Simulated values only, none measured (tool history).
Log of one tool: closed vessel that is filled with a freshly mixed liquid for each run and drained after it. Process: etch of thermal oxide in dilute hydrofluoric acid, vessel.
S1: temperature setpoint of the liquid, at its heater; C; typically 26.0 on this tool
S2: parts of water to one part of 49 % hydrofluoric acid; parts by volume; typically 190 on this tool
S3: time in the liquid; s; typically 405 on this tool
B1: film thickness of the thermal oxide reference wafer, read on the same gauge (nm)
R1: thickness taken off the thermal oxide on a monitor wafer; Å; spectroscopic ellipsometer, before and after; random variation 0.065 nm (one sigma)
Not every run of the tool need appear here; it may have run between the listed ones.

| run | day | S1 | S2 | S3 | B1 | R1 |
|---|---|---|---|---|---|---|
| 1 | 0.000 | 26.0 | 190 | 405 | 100.01 | 94.2 |
| 2 | 5.400 | 26.0 | 190 | 405 | 100.00 | 93.5 |
| 3 | 9.317 | 26.0 | 190 | 280 | 100.00 | 62.8 |
| 4 | 12.625 | 26.0 | 190 | 280 | 100.03 | 63.6 |
| 5 | 16.746 | 26.0 | 190 | 405 | 100.01 | 91.5 |
| 6 | 18.317 | 26.0 | 190 | 405 | 100.00 | 91.1 |
|  | 20.392 | hydrofluoric acid flow meter replaced |
| 7 | 20.442 | 26.0 | 190 | 405 | 100.01 | 89.8 |
|  | 23.000 | thermometer replaced |
| 8 | 28.438 | 24.0 | 190 | 525 | 99.99 | 111.3 |
| 9 | 30.629 | 26.0 | 190 | 405 | 99.99 | 92.6 |
|  | 31.008 | gauge calibrated |
| 10 | 33.608 | 26.0 | 190 | 405 | 99.97 | 92.5 |
| 11 | 37.775 | 23.0 | 235 | 320 | 100.01 | 50.3 |
| 12 | 40.421 | 26.0 | 125 | 405 | 100.00 | 149.3 |
| 13 | 42.567 | 26.0 | 250 | 490 | 100.01 | 78.1 |
| 14 | 44.325 | 22.5 | 285 | 640 | 99.98 | 76.4 |
| 15 | 46.308 | 26.0 | 190 | 405 | 100.00 | 88.8 |
|  | 46.667 | thermometer replaced |
| 16 | 49.958 | 26.0 | 190 | 405 | 100.00 | 93.9 |
| 17 | 53.512 | 26.0 | 220 | 405 | 99.99 | 77.8 |
| 18 | 56.350 | 26.0 | 190 | 585 | 99.99 | 133.2 |
| 19 | 58.296 | 24.5 | 100 | 465 | 100.00 | 210.1 |
| 20 | 59.833 | 26.0 | 190 | 405 | 100.01 | 91.4 |

Consider 3 possible next runs. They are alternatives, not a sequence: every one starts from the tool as it was left by run 20. What does each give?
| A | 59.867 | 26.0 | 190 | 405 | ? | ? |
| B | 59.867 | 26.0 | 230 | 510 | ? | ? |
| C | 59.867 | 29.0 | 220 | 245 | ? | ? |

| run | B1 | R1 |
|---|---|---|
| A | 100.02 | 93.5 |
| B | 100.02 | 93.1 |
| C | 100.02 | 52.6 |
Without the tool's hidden state the same runs would have given:
| run | R1 |
|---|---|
| A | 96.0 |
| B | 95.5 |
| C | 53.9 |

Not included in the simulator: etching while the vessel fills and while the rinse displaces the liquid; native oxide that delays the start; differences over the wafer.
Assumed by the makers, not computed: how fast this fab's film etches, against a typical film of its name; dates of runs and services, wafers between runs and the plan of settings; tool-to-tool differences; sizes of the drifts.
